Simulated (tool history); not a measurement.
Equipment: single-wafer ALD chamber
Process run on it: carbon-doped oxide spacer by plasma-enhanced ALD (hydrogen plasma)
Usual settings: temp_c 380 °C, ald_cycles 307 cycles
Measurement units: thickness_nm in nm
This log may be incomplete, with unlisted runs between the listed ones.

run	hour	temp_c	ald_cycles	wafers since the last listed run	hours since the last thermocouple change	hours since the gauge calibration	read-back reference wafer on the same gauge, thickness_nm	thickness_nm
1	0.0	380	307	0	1176.5	302.3	14.793	14.202
2	64.7	380	307	85	1241.2	367.0	14.797	14.209
3	109.3	380	275	59	1285.8	411.6	14.800	12.697
4	145.8	380	275	48	1322.3	448.1	14.802	12.738
5	205.4	380	275	79	1381.9	507.7	14.793	12.734
6	261.7	380	307	74	1438.2	564.0	14.788	14.142
7	317.2	388	307	73	1493.7	619.5	14.797	14.204
8	369.0	388	307	68	1545.5	671.3	14.803	14.193
9	431.5	395	362	82	1608.0	733.8	14.795	16.800
10	456.5	380	307	33	1633.0	758.8	14.792	14.304
# hour 466.3: thermocouple changed; heater temperature recalibrated
11	522.1	369	345	76	55.8	824.4	14.793	15.993
12	561.7	390	352	52	95.4	864.0	14.793	16.338
# hour 573.1: gauge calibrated
13	768.6	380	358	274	302.3	195.5	14.810	16.559
14	826.5	372	248	76	360.2	253.4	14.812	11.463
15	852.2	369	325	34	385.9	279.1	14.807	15.061
16	892.8	380	307	53	426.5	319.7	14.816	14.248
17	962.4	371	262	92	496.1	389.3	14.792	12.128

Branching from run 17: 4 alternative next runs. What would each branch give?
A	963.3	380	259	1	497.0	390.2	?	?
B	963.3	376	275	1	497.0	390.2	?	?
C	963.3	394	328	1	497.0	390.2	?	?
D	963.3	369	338	1	497.0	390.2	?	?

run	read-back reference wafer on the same gauge, thickness_nm	thickness_nm
A	14.805	12.028
B	14.805	12.771
C	14.805	15.232
D	14.805	15.697
Stripped of hidden state, with their random variation kept, the same runs would have yielded:
run	thickness_nm
A	12.028
B	12.771
C	15.232
D	15.697

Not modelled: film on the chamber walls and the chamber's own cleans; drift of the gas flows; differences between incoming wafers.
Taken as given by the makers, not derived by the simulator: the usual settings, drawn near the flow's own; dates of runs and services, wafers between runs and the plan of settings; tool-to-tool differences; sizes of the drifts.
